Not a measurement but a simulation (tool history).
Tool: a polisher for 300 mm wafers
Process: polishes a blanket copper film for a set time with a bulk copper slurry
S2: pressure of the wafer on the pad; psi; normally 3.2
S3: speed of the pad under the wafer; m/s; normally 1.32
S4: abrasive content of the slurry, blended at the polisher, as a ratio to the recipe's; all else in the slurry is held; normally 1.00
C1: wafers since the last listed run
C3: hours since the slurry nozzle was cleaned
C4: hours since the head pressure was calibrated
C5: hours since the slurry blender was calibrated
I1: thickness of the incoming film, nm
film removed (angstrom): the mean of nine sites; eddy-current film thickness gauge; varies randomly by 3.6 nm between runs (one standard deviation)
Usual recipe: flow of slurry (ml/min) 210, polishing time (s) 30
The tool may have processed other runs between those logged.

{"run": 1, "day": 0.0, "flow of slurry (ml/min)": 210, "S2": 3.2, "S3": 1.32, "S4": 1.1, "polishing time (s)": 30, "C1": 0, "wafers polished on this pad": 167, "C3": 414.0, "C4": 162.0, "C5": 235.4, "I1": 3478.0, "film removed (angstrom)": 4609}
{"day": 0.671, "done": "slurry blender recalibrated"}
{"run": 2, "day": 2.45, "flow of slurry (ml/min)": 210, "S2": 3.2, "S3": 1.32, "S4": 1.1, "polishing time (s)": 30, "C1": 666, "wafers polished on this pad": 834, "C3": 472.8, "C4": 220.8, "C5": 42.7, "I1": 3533.8, "film removed (angstrom)": 5025}
{"run": 3, "day": 6.021, "flow of slurry (ml/min)": 210, "S2": 3.2, "S3": 1.32, "S4": 1.1, "polishing time (s)": 30, "C1": 1006, "wafers polished on this pad": 1840, "C3": 558.5, "C4": 306.5, "C5": 128.4, "I1": 3583.7, "film removed (angstrom)": 4868}
{"day": 8.25, "done": "worn pad replaced by a new one"}
{"run": 4, "day": 8.496, "flow of slurry (ml/min)": 210, "S2": 3.2, "S3": 1.32, "S4": 1.0, "polishing time (s)": 30, "C1": 650, "wafers polished on this pad": 68, "C3": 617.9, "C4": 365.9, "C5": 187.8, "I1": 3529.9, "film removed (angstrom)": 4646}
{"day": 9.433, "done": "slurry blender recalibrated"}
{"day": 10.158, "done": "slurry nozzle cleaned"}
{"run": 5, "day": 10.212, "flow of slurry (ml/min)": 210, "S2": 3.2, "S3": 1.32, "S4": 1.0, "polishing time (s)": 30, "C1": 448, "wafers polished on this pad": 517, "C3": 1.3, "C4": 407.1, "C5": 18.7, "I1": 3599.0, "film removed (angstrom)": 4820}
{"run": 6, "day": 11.746, "flow of slurry (ml/min)": 210, "S2": 3.2, "S3": 1.32, "S4": 1.0, "polishing time (s)": 30, "C1": 432, "wafers polished on this pad": 949, "C3": 38.1, "C4": 443.9, "C5": 55.5, "I1": 3510.6, "film removed (angstrom)": 4917}
{"run": 7, "day": 14.412, "flow of slurry (ml/min)": 210, "S2": 3.2, "S3": 1.32, "S4": 1.0, "polishing time (s)": 30, "C1": 751, "wafers polished on this pad": 1700, "C3": 102.1, "C4": 507.9, "C5": 119.5, "I1": 3557.3, "film removed (angstrom)": 4835}
{"day": 17.608, "done": "slurry blender recalibrated"}
{"day": 17.783, "done": "worn pad replaced by a new one"}
{"run": 8, "day": 17.804, "flow of slurry (ml/min)": 185, "S2": 3.5, "S3": 1.5, "S4": 1.0, "polishing time (s)": 30, "C1": 885, "wafers polished on this pad": 5, "C3": 183.5, "C4": 589.3, "C5": 4.7, "I1": 3505.3, "film removed (angstrom)": 5935}
{"day": 18.996, "done": "head pressure recalibrated"}
{"run": 9, "day": 21.792, "flow of slurry (ml/min)": 185, "S2": 3.2, "S3": 1.32, "S4": 0.7, "polishing time (s)": 30, "C1": 1100, "wafers polished on this pad": 1106, "C3": 279.2, "C4": 67.1, "C5": 100.4, "I1": 3466.0, "film removed (angstrom)": 4300}
{"day": 26.238, "done": "slurry blender recalibrated"}
{"day": 26.708, "done": "worn pad replaced by a new one"}
{"run": 10, "day": 34.779, "flow of slurry (ml/min)": 210, "S2": 4.1, "S3": 1.32, "S4": 1.0, "polishing time (s)": 30, "C1": 3589, "wafers polished on this pad": 2274, "C3": 590.9, "C4": 378.8, "C5": 205.0, "I1": 3551.4, "film removed (angstrom)": 5897}
{"day": 34.846, "done": "slurry nozzle cleaned"}
{"day": 36.321, "done": "slurry blender recalibrated"}
{"day": 36.946, "done": "worn pad replaced by a new one"}
{"run": 11, "day": 37.446, "flow of slurry (ml/min)": 230, "S2": 3.2, "S3": 1.7, "S4": 0.85, "polishing time (s)": 34, "C1": 669, "wafers polished on this pad": 140, "C3": 62.4, "C4": 442.8, "C5": 27.0, "I1": 3504.6, "film removed (angstrom)": 6832}
{"run": 12, "day": 40.446, "flow of slurry (ml/min)": 210, "S2": 3.5, "S3": 1.32, "S4": 1.0, "polishing time (s)": 30, "C1": 845, "wafers polished on this pad": 985, "C3": 134.4, "C4": 514.8, "C5": 99.0, "I1": 3583.5, "film removed (angstrom)": 5156}
{"run": 13, "day": 41.983, "flow of slurry (ml/min)": 210, "S2": 3.2, "S3": 1.32, "S4": 1.0, "polishing time (s)": 30, "C1": 433, "wafers polished on this pad": 1419, "C3": 171.3, "C4": 551.7, "C5": 135.9, "I1": 3495.2, "film removed (angstrom)": 4775}
{"day": 46.208, "done": "slurry blender recalibrated"}
{"run": 14, "day": 46.321, "flow of slurry (ml/min)": 210, "S2": 3.2, "S3": 1.32, "S4": 1.0, "polishing time (s)": 30, "C1": 1198, "wafers polished on this pad": 2617, "C3": 275.4, "C4": 655.8, "C5": 2.7, "I1": 3526.8, "film removed (angstrom)": 4897}

Subtracting, for every run, the result it would have given without the tool's unlogged condition from the measured result gives the following. The same run-to-run variation enters both numbers; the gauge's scatter may not:
What the log doesn't record here: removal rate lost through wear of the pad, %; slurry flow missing at the pad, %; deviation of the head's pressure from its setpoint, %; abrasive missing from the slurry, %.
run=1 film_removed_(angstrom)=-362
run=2 film_removed_(angstrom)=-33
run=3 film_removed_(angstrom)=-123
run=4 film_removed_(angstrom)=-238
run=5 film_removed_(angstrom)=-25
run=6 film_removed_(angstrom)=-42
run=7 film_removed_(angstrom)=-108
run=8 film_removed_(angstrom)=-33
run=9 film_removed_(angstrom)=-73
run=10 film_removed_(angstrom)=-366
run=11 film_removed_(angstrom)=-39
run=12 film_removed_(angstrom)=-87
run=13 film_removed_(angstrom)=-134
run=14 film_removed_(angstrom)=+0

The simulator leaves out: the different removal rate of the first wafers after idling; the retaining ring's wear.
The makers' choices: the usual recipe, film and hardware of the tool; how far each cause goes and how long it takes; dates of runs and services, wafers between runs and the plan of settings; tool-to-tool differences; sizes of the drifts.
